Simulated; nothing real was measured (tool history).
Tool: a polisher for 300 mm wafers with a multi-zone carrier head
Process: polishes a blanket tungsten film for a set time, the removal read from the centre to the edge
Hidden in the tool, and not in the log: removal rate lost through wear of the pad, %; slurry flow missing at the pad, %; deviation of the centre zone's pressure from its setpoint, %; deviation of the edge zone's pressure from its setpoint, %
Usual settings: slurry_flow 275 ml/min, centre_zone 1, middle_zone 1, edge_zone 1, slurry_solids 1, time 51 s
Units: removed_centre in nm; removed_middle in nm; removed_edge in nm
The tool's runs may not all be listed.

| run | hour | slurry_flow | centre_zone | middle_zone | edge_zone | slurry_solids | time | wafers since the last listed run | wafers polished on this pad | hours since the slurry nozzle was cleaned | hours since the centre zone pressure was calibrated | hours since the edge zone pressure was calibrated | hours since the carrier head's membrane was replaced | incoming thickness of the incoming film, nm | removed_centre | removed_middle | removed_edge |
|---|---|---|---|---|---|---|---|---|---|---|---|---|---|---|---|---|---|
| 1 | 0 | 275 | 1 | 1 | 1 | 1 | 51 | 0 | 2022 | 38.7 | 543.6 | 813.5 | 903.2 | 1467 | 276.8 | 272.5 | 276.9 |
| 2 | 70.4 | 275 | 1 | 1 | 1 | 1 | 51 | 801 | 2823 | 109.1 | 614 | 883.9 | 973.6 | 1455.7 | 266.2 | 270.9 | 276.3 |
| 3 | 143.3 | 275 | 1 | 1 | 1 | 1 | 51 | 829 | 3653 | 182 | 686.9 | 956.8 | 1046.5 | 1463.6 | 269.8 | 271.1 | 277.9 |
| 4 | 225.9 | 275 | 1 | 1 | 1 | 1 | 51 | 940 | 4593 | 264.6 | 769.5 | 1039.4 | 1129.1 | 1429.6 | 269.1 | 266 | 275.7 |
|  | 230.3 | worn pad replaced by a new one |
| 5 | 324.9 | 275 | 1 | 1 | 1 | 1 | 51 | 1081 | 1076 | 363.6 | 868.5 | 1138.4 | 1228.1 | 1449.4 | 273.7 | 272.6 | 282.2 |
|  | 340.8 | centre zone pressure recalibrated |
|  | 356.2 | edge zone pressure recalibrated |
|  | 399.7 | slurry nozzle cleaned |
| 6 | 413.2 | 275 | 1 | 1 | 1 | 1 | 46 | 948 | 2024 | 13.5 | 72.4 | 57 | 1316.4 | 1439.2 | 248.3 | 245.4 | 253.1 |
| 7 | 509.1 | 275 | 0.91 | 1 | 1 | 1 | 51 | 1091 | 3116 | 109.4 | 168.3 | 152.9 | 1412.3 | 1472.2 | 248.7 | 269.2 | 275.7 |
| 8 | 559.7 | 225 | 0.93 | 1 | 1 | 1.25 | 35 | 575 | 3692 | 160 | 218.9 | 203.5 | 1462.9 | 1474.1 | 173.3 | 184.3 | 195.4 |
| 9 | 636.9 | 275 | 1 | 1 | 1 | 1 | 46 | 878 | 4570 | 237.2 | 296.1 | 280.7 | 1540.1 | 1455 | 241.7 | 240.5 | 244.9 |
|  | 726.9 | worn pad replaced by a new one |
| 10 | 730.4 | 275 | 1 | 1 | 1 | 1 | 51 | 1018 | 40 | 330.7 | 389.6 | 374.2 | 1633.6 | 1437.6 | 282.5 | 278.5 | 286.7 |
| 11 | 791.6 | 275 | 1 | 1 | 1 | 1 | 51 | 696 | 736 | 391.9 | 450.8 | 435.4 | 1694.8 | 1442.4 | 271.4 | 276.7 | 279.7 |
|  | 862.6 | slurry nozzle cleaned |
| 12 | 898 | 275 | 1 | 0.92 | 1 | 1.1 | 51 | 1199 | 1936 | 35.4 | 557.2 | 541.8 | 1801.2 | 1450.9 | 278.6 | 254 | 284.9 |
| 13 | 1051.5 | 275 | 1 | 1.12 | 1 | 1 | 51 | 1746 | 3683 | 188.9 | 710.7 | 695.3 | 1954.7 | 1440 | 265.6 | 294.6 | 272.2 |
| 14 | 1104 | 275 | 1 | 0.97 | 1.06 | 1.25 | 51 | 597 | 4280 | 241.4 | 763.2 | 747.8 | 2007.2 | 1427.8 | 280.4 | 268 | 292.2 |
|  | 1118.5 | carrier head's membrane replaced by a new one |
|  | 1183.5 | worn pad replaced by a new one |
| 15 | 1192.5 | 190 | 1.07 | 1 | 0.96 | 1 | 51 | 904 | 102 | 329.9 | 851.7 | 836.3 | 74 | 1456.8 | 285.2 | 260.5 | 271.2 |
| 16 | 1266.4 | 240 | 1 | 1 | 1 | 1 | 46 | 841 | 943 | 403.8 | 925.6 | 910.2 | 147.9 | 1459.7 | 244.1 | 238.6 | 252.4 |
|  | 1295.1 | centre zone pressure recalibrated |
| 17 | 1308.2 | 275 | 1 | 1 | 1 | 1 | 51 | 452 | 1396 | 445.6 | 13.1 | 952 | 189.7 | 1444.8 | 274.1 | 275.9 | 281 |
|  | 1343.8 | slurry nozzle cleaned |
| 18 | 1346.4 | 275 | 1 | 0.91 | 1.04 | 1 | 66 | 423 | 1820 | 2.6 | 51.3 | 990.2 | 227.9 | 1465.3 | 354 | 325.3 | 368.1 |

Run 19 comes next. What will it give?
| 19 | 1446.2 | 275 | 1 | 1 | 0.96 | 1.15 | 51 | 1135 | 2956 | 102.4 | 151.1 | 1090 | 327.7 | 1455 | ? | ? | ? |

Run 19 gave removed_centre 283.3 nm, removed_middle 276.6 nm, removed_edge 276.7 nm.
Without the tool's hidden state the same run would have given removed_centre 295.2 nm, removed_middle 288.2 nm, removed_edge 288.3 nm.

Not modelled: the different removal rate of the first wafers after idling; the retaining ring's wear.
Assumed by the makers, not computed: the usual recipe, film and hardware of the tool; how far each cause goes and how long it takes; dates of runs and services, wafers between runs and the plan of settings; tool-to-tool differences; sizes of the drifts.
